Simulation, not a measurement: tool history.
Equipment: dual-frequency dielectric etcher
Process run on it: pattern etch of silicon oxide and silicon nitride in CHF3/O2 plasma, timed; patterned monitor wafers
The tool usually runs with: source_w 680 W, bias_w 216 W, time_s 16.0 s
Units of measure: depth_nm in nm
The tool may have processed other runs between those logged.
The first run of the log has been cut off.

| run | hour | source_w | bias_w | time_s | read-back reference wafer on the same gauge, depth_nm | depth_nm |
|---|---|---|---|---|---|---|
| 2 | 7.1 | 680 | 216 | 16.0 | 21.80 | 24.62 |
| 3 | 22.6 | 680 | 216 | 16.0 | 21.79 | 24.62 |
| 4 | 36.1 | 800 | 216 | 16.0 | 21.78 | 25.95 |
| 5 | 48.2 | 800 | 216 | 16.0 | 21.79 | 25.84 |
| 6 | 58.5 | 680 | 216 | 16.0 | 21.79 | 24.61 |
| 7 | 69.2 | 830 | 216 | 12.5 | 21.79 | 20.43 |
|  | 105.0 | wet clean of the chamber |
|  | 105.9 | upper electrode replaced |
| 8 | 106.4 | 770 | 216 | 20.5 | 21.79 | 32.75 |
| 9 | 106.8 | 680 | 255 | 14.0 | 21.80 | 22.70 |
| 10 | 108.2 | 640 | 216 | 16.0 | 21.81 | 24.15 |
| 11 | 123.8 | 800 | 216 | 16.0 | 21.80 | 25.80 |
| 12 | 133.4 | 680 | 170 | 16.0 | 21.78 | 22.65 |
| 13 | 142.9 | 680 | 216 | 16.0 | 21.80 | 24.60 |
| 14 | 160.1 | 610 | 184 | 16.0 | 21.83 | 22.38 |
| 15 | 177.3 | 680 | 216 | 16.0 | 21.79 | 24.43 |
| 16 | 190.2 | 580 | 231 | 14.5 | 21.80 | 21.67 |
| 17 | 202.8 | 680 | 216 | 16.0 | 21.80 | 24.56 |
|  | 218.0 | source power generator calibrated |
| 18 | 218.5 | 800 | 171 | 18.0 | 21.78 | 26.97 |
|  | 225.1 | gauge calibrated |
|  | 228.7 | bias power generator calibrated |
| 19 | 231.7 | 750 | 256 | 16.0 | 21.80 | 26.94 |
| 20 | 240.6 | 680 | 216 | 16.0 | 21.79 | 24.53 |
| 21 | 249.9 | 800 | 216 | 12.5 | 21.82 | 20.28 |
| 22 | 260.5 | 680 | 216 | 16.0 | 21.80 | 24.48 |
| 23 | 275.4 | 560 | 254 | 19.5 | 21.83 | 29.87 |
| 24 | 285.4 | 840 | 216 | 17.5 | 21.81 | 28.89 |
| 25 | 302.2 | 680 | 216 | 12.5 | 21.83 | 19.19 |
| 26 | 317.3 | 680 | 253 | 11.5 | 21.81 | 18.73 |

What does the tool deliver on the next run?
| 27 | 335.1 | 580 | 216 | 16.0 | ? | ? |

{"run 27": {"read-back reference wafer on the same gauge, depth_nm": 21.81, "depth_nm": 23.35}}
With the hidden condition absent and the run-to-run variation left alone, this run would have shown depth_nm 23.35 nm.

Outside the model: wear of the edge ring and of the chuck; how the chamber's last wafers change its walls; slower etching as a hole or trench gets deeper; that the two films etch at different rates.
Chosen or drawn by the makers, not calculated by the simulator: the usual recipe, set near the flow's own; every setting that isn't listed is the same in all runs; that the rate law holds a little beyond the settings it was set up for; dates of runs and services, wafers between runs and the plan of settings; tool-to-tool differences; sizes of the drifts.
